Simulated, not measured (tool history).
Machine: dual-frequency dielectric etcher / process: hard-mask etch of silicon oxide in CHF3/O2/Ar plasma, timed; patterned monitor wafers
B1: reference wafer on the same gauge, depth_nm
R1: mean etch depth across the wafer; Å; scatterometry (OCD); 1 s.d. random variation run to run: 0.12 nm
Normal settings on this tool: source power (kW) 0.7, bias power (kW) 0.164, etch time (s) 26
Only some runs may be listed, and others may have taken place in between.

Run 1, day 0: usual settings but etch time (s) 28.5; B1 47.2. Result: R1 529 Å.
Run 2, day 2.338: usual settings but etch time (s) 28.5; B1 47.2. Result: R1 528 Å.
Run 3, day 6.6: usual settings but etch time (s) 28.5; B1 47.2. Result: R1 529 Å.
Run 4, day 8.142: usual settings but source power (kW) 0.82, etch time (s) 32; B1 47.2. Result: R1 638 Å.
At day 9.662: wet clean of the chamber.
Run 5, day 18.55: usual settings; B1 47.2. Result: R1 483 Å.
Run 6, day 21.688: usual settings; B1 47.2. Result: R1 482 Å.
Run 7, day 25.779: usual settings; B1 47.2. Result: R1 485 Å.
At day 27.875: bias power generator calibrated.
At day 28.675: wet clean of the chamber.
At day 29.117: gauge calibrated.
Run 8, day 29.762: usual settings; B1 47.2. Result: R1 483 Å.
At day 32.988: source power generator calibrated.
Run 9, day 33.821: usual settings but bias power (kW) 0.194; B1 47.2. Result: R1 522 Å.
At day 38.358: upper electrode replaced.
Run 10, day 38.379: usual settings but bias power (kW) 0.203, etch time (s) 23.5; B1 47.2. Result: R1 479 Å.
Run 11, day 40.438: usual settings but source power (kW) 0.61, bias power (kW) 0.127; B1 47.2. Result: R1 406 Å.
At day 43.317: wet clean of the chamber.
Run 12, day 44.892: usual settings but bias power (kW) 0.135, etch time (s) 32.5; B1 47.2. Result: R1 554 Å.
Run 13, day 47.704: usual settings; B1 47.2. Result: R1 481 Å.
Run 14, day 51.654: usual settings but source power (kW) 0.6, bias power (kW) 0.177, etch time (s) 20.5; B1 47.2. Result: R1 369 Å.

Exercise: give the hidden state of the tool at every run:
etch rate over this chamber's usual, %: 0 on each run
source power that arrives over what is set, %: 0 on each run
bias power that arrives over what is set, %: 0 on each run
gauge reads high (%): 0 on each run
